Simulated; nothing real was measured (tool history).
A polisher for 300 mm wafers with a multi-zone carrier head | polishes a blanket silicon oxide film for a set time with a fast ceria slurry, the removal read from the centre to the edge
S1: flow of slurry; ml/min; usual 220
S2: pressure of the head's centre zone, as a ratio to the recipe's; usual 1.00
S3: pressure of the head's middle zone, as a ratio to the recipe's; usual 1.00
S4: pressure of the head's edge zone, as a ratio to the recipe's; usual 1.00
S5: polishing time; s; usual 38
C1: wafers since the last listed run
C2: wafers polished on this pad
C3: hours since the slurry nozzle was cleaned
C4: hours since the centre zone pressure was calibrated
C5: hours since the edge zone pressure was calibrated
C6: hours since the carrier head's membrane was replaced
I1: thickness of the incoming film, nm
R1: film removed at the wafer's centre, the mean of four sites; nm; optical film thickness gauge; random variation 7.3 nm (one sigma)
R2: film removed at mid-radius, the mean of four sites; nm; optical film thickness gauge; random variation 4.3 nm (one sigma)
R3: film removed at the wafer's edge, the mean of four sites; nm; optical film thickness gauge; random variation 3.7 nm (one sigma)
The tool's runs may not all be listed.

{"run": 1, "day": 0.0, "S1": 220, "S2": 1.0, "S3": 1.0, "S4": 1.1, "S5": 38, "C1": 0, "C2": 1210, "C3": 1.0, "C4": 604.5, "C5": 501.5, "C6": 766.0, "I1": 1728.3, "R1": 522.9, "R2": 532.5, "R3": 546.3}
{"run": 2, "day": 4.033, "S1": 220, "S2": 1.0, "S3": 1.0, "S4": 1.0, "S5": 42, "C1": 1124, "C2": 2335, "C3": 97.8, "C4": 701.3, "C5": 598.3, "C6": 862.8, "I1": 1701.1, "R1": 572.0, "R2": 582.4, "R3": 567.0}
{"day": 5.596, "done": "worn pad replaced by a new one"}
{"day": 6.308, "done": "centre zone pressure recalibrated"}
{"run": 3, "day": 6.9, "S1": 220, "S2": 1.0, "S3": 1.0, "S4": 1.0, "S5": 42, "C1": 729, "C2": 339, "C3": 166.6, "C4": 14.2, "C5": 667.1, "C6": 931.6, "I1": 1698.4, "R1": 559.1, "R2": 572.9, "R3": 568.8}
{"day": 7.542, "done": "edge zone pressure recalibrated"}
{"run": 4, "day": 10.862, "S1": 220, "S2": 1.0, "S3": 1.0, "S4": 1.0, "S5": 38, "C1": 1081, "C2": 1420, "C3": 261.7, "C4": 109.3, "C5": 79.7, "C6": 1026.7, "I1": 1744.2, "R1": 464.7, "R2": 493.2, "R3": 500.0}
{"day": 13.354, "done": "slurry nozzle cleaned"}
{"day": 14.088, "done": "worn pad replaced by a new one"}
{"run": 5, "day": 15.196, "S1": 220, "S2": 1.0, "S3": 1.0, "S4": 1.0, "S5": 38, "C1": 1149, "C2": 309, "C3": 44.2, "C4": 213.3, "C5": 183.7, "C6": 1130.7, "I1": 1709.7, "R1": 520.5, "R2": 525.1, "R3": 518.1}
{"run": 6, "day": 18.875, "S1": 280, "S2": 1.0, "S3": 1.0, "S4": 1.0, "S5": 38, "C1": 1025, "C2": 1334, "C3": 132.5, "C4": 301.6, "C5": 272.0, "C6": 1219.0, "I1": 1710.2, "R1": 527.3, "R2": 542.0, "R3": 532.4}
{"run": 7, "day": 21.521, "S1": 220, "S2": 1.0, "S3": 1.0, "S4": 0.94, "S5": 48, "C1": 737, "C2": 2072, "C3": 196.0, "C4": 365.1, "C5": 335.5, "C6": 1282.5, "I1": 1734.8, "R1": 626.4, "R2": 647.0, "R3": 634.1}
{"day": 24.542, "done": "worn pad replaced by a new one, of another model than before"}
{"day": 25.454, "done": "slurry nozzle cleaned"}
{"run": 8, "day": 25.796, "S1": 220, "S2": 0.92, "S3": 1.0, "S4": 1.0, "S5": 32, "C1": 1133, "C2": 338, "C3": 8.2, "C4": 467.7, "C5": 438.1, "C6": 1385.1, "I1": 1680.1, "R1": 410.6, "R2": 451.8, "R3": 445.2}
{"run": 9, "day": 27.588, "S1": 280, "S2": 1.07, "S3": 0.95, "S4": 1.0, "S5": 45, "C1": 499, "C2": 837, "C3": 51.2, "C4": 510.7, "C5": 481.1, "C6": 1428.1, "I1": 1712.7, "R1": 671.8, "R2": 622.0, "R3": 627.8}
{"day": 30.138, "done": "carrier head's membrane replaced by a new one"}
{"day": 32.908, "done": "worn pad replaced by a new one"}
{"day": 34.254, "done": "edge zone pressure recalibrated"}
{"day": 34.583, "done": "centre zone pressure recalibrated"}
{"run": 10, "day": 34.983, "S1": 275, "S2": 1.0, "S3": 1.08, "S4": 0.97, "S5": 33, "C1": 1910, "C2": 532, "C3": 228.7, "C4": 9.6, "C5": 17.5, "C6": 116.3, "I1": 1712.2, "R1": 456.4, "R2": 493.0, "R3": 447.0}
{"day": 38.254, "done": "slurry nozzle cleaned"}
{"run": 11, "day": 38.308, "S1": 220, "S2": 1.0, "S3": 1.0, "S4": 1.0, "S5": 38, "C1": 915, "C2": 1447, "C3": 1.3, "C4": 89.4, "C5": 97.3, "C6": 196.1, "I1": 1696.0, "R1": 525.3, "R2": 536.9, "R3": 526.3}
{"day": 41.675, "done": "worn pad replaced by a new one"}
{"run": 12, "day": 42.083, "S1": 220, "S2": 0.91, "S3": 1.0, "S4": 1.0, "S5": 30, "C1": 1005, "C2": 113, "C3": 91.9, "C4": 180.0, "C5": 187.9, "C6": 286.7, "I1": 1709.1, "R1": 374.3, "R2": 414.5, "R3": 414.2}
{"run": 13, "day": 44.175, "S1": 155, "S2": 1.0, "S3": 0.93, "S4": 0.94, "S5": 38, "C1": 582, "C2": 696, "C3": 142.1, "C4": 230.2, "C5": 238.1, "C6": 336.9, "I1": 1688.5, "R1": 506.5, "R2": 484.6, "R3": 499.6}
{"run": 14, "day": 47.217, "S1": 220, "S2": 1.0, "S3": 1.0, "S4": 1.0, "S5": 38, "C1": 847, "C2": 1544, "C3": 215.1, "C4": 303.2, "C5": 311.1, "C6": 409.9, "I1": 1703.0, "R1": 516.7, "R2": 519.0, "R3": 517.5}

4 ways to go on from here, each from the tool as it stands after run 14. What would each give?
{"run": "A", "day": 47.233, "S1": 220, "S2": 1.0, "S3": 1.0, "S4": 1.0, "S5": 38, "C1": 4, "C2": 1548, "C3": 215.5, "C4": 303.6, "C5": 311.5, "C6": 410.3, "I1": 1697.6, "R1": "?", "R2": "?", "R3": "?"}
{"run": "B", "day": 47.233, "S1": 280, "S2": 0.91, "S3": 0.97, "S4": 1.0, "S5": 38, "C1": 4, "C2": 1548, "C3": 215.5, "C4": 303.6, "C5": 311.5, "C6": 410.3, "I1": 1697.6, "R1": "?", "R2": "?", "R3": "?"}
{"run": "C", "day": 47.233, "S1": 165, "S2": 1.0, "S3": 0.9, "S4": 1.0, "S5": 31, "C1": 4, "C2": 1548, "C3": 215.5, "C4": 303.6, "C5": 311.5, "C6": 410.3, "I1": 1697.6, "R1": "?", "R2": "?", "R3": "?"}
{"run": "D", "day": 47.233, "S1": 220, "S2": 1.0, "S3": 1.09, "S4": 1.0, "S5": 38, "C1": 4, "C2": 1548, "C3": 215.5, "C4": 303.6, "C5": 311.5, "C6": 410.3, "I1": 1697.6, "R1": "?", "R2": "?", "R3": "?"}

run=A R1=507.9 R2=518.5 R3=516.2
run=B R1=471.2 R2=516.0 R3=523.4
run=C R1=404.2 R2=382.2 R3=415.0
run=D R1=508.2 R2=554.5 R3=515.6
Without the tool's hidden state the same runs would have given:
run=A R1=520.0 R2=529.6 R3=524.4
run=B R1=481.1 R2=525.8 R3=530.8
run=C R1=415.3 R2=391.5 R3=422.4
run=D R1=520.3 R2=566.3 R3=523.8
